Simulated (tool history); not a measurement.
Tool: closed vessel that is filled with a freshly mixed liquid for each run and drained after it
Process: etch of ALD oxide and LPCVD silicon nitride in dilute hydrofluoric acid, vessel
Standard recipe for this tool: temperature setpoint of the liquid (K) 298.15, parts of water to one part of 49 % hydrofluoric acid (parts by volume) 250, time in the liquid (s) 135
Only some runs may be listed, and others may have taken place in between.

run   hour  temperature setpoint of the liquid (K)  parts of water to one part of 49 % hydrofluoric acid (parts by volume)  time in the liquid (s)  read-back film thickness of the ALD oxide reference wafer, read on the same gauge (nm)  read-back film thickness of the LPCVD silicon nitride reference wafer, read on the same gauge (nm)  thickness taken off the ALD oxide on a monitor wafer (Å)  thickness taken off the LPCVD silicon nitride on a monitor wafer (Å)
  1      0                                  298.15                                                                     250                     135                                                                                  150.01                                                                                              29.996                                                     137.3                                                                  2.99
  2   11.3                                  298.15                                                                     295                     135                                                                                  150.01                                                                                               29.96                                                     110.1                                                                  2.68
  3   46.2                                  298.15                                                                     295                     135                                                                                  149.99                                                                                              30.007                                                     111.3                                                                  2.47
  4   57.8                                  298.15                                                                     250                     135                                                                                  150.02                                                                                              29.965                                                       137                                                                  3.14
  5   65.6                                  298.15                                                                     250                     165                                                                                  150.04                                                                                              30.005                                                     167.9                                                                  3.96
  6   81.1                                  298.15                                                                     285                     135                                                                                     150                                                                                              29.982                                                     122.7                                                                  2.84
  7   92.3                                  296.15                                                                     315                      75                                                                                  149.99                                                                                              29.968                                                      55.5                                                                   1.1
  8  105.3                                  296.15                                                                     135                      90                                                                                     150                                                                                              30.044                                                     191.4                                                                  3.29
  9  120.6                                  298.15                                                                     250                     135                                                                                  150.01                                                                                              30.009                                                     144.1                                                                  3.54
 10    134                                  302.65                                                                     285                     180                                                                                     150                                                                                              30.038                                                     188.2                                                                  4.44
 11    141                                  294.15                                                                     285                     180                                                                                     150                                                                                              29.968                                                     142.1                                                                  3.06
 12  158.1                                  295.15                                                                     335                     105                                                                                     150                                                                                              29.992                                                      69.3                                                                  1.87
 13  167.4                                  298.15                                                                     250                     135                                                                                     150                                                                                              30.009                                                     145.3                                                                  3.63
 14  181.9                                  298.15                                                                     250                     135                                                                                  150.01                                                                                              30.027                                                     131.9                                                                  2.35
 15  188.7                                  298.15                                                                     250                     135                                                                                  150.01                                                                                              29.944                                                     131.6                                                                   2.2
 16  199.1                                  298.15                                                                     250                     135                                                                                  149.99                                                                                              29.995                                                     131.8                                                                  2.62
 17  211.7                                  294.15                                                                     285                     180                                                                                  150.02                                                                                              29.996                                                     129.2                                                                  2.34
 18    222                                  294.65                                                                     150                     135                                                                                     150                                                                                              30.002                                                     216.1                                                                  3.82
 19  239.5                                  302.15                                                                     250                     135                                                                                  149.97                                                                                               30.04                                                     151.9                                                                  3.49
 20  249.9                                  296.65                                                                     250                     100                                                                                  149.99                                                                                              30.059                                                      92.4                                                                  1.97
 21  265.3                                  296.15                                                                     295                     215                                                                                  149.99                                                                                              29.974                                                       159                                                                  2.94
 22  280.3                                  298.15                                                                     250                     135                                                                                     150                                                                                              29.978                                                     132.4                                                                  2.23
 23    295                                  296.15                                                                     335                     205                                                                                  149.98                                                                                               29.99                                                     127.7                                                                  2.96
 24  307.2                                  295.65                                                                     180                     185                                                                                  150.01                                                                                              30.065                                                     247.2                                                                  5.09
 25  352.8                                  298.15                                                                     200                     135                                                                                  150.02                                                                                              29.989                                                     173.1                                                                  4.34

Not shown here: 3 entries made in the log between runs. Locate each between two listed runs and compare the hidden state at the listed run before it with the hidden state at the listed run after it:
From run 5 to run 6: hydrofluoric acid flow meter replaced (hour 70.8)
  liquid hotter than its thermometer reads (K): 2.82 -> 2.83; hydrofluoric acid flow below the setpoint (%): 4.48 -> 0.323
  measured less the result without the state, thickness taken off the ALD oxide on a monitor wafer (Å): +6.5 -> +10.8; thickness taken off the LPCVD silicon nitride on a monitor wafer (Å): +0.46 -> +0.44
From run 8 to run 9: gauge calibrated (hour 110.9)
  liquid hotter than its thermometer reads (K): 2.86 -> 2.87; hydrofluoric acid flow below the setpoint (%): 0.394 -> 0.439
  measured less the result without the state, thickness taken off the ALD oxide on a monitor wafer (Å): +19.2 -> +13; thickness taken off the LPCVD silicon nitride on a monitor wafer (Å): +0.54 -> +0.56
From run 13 to run 14: thermometer replaced (hour 181.4)
  liquid hotter than its thermometer reads (K): 2.91 -> 0.274; hydrofluoric acid flow below the setpoint (%): 0.576 -> 0.618
  measured less the result without the state, thickness taken off the ALD oxide on a monitor wafer (Å): +13 -> +0.2; thickness taken off the LPCVD silicon nitride on a monitor wafer (Å): +0.57 -> +0.03

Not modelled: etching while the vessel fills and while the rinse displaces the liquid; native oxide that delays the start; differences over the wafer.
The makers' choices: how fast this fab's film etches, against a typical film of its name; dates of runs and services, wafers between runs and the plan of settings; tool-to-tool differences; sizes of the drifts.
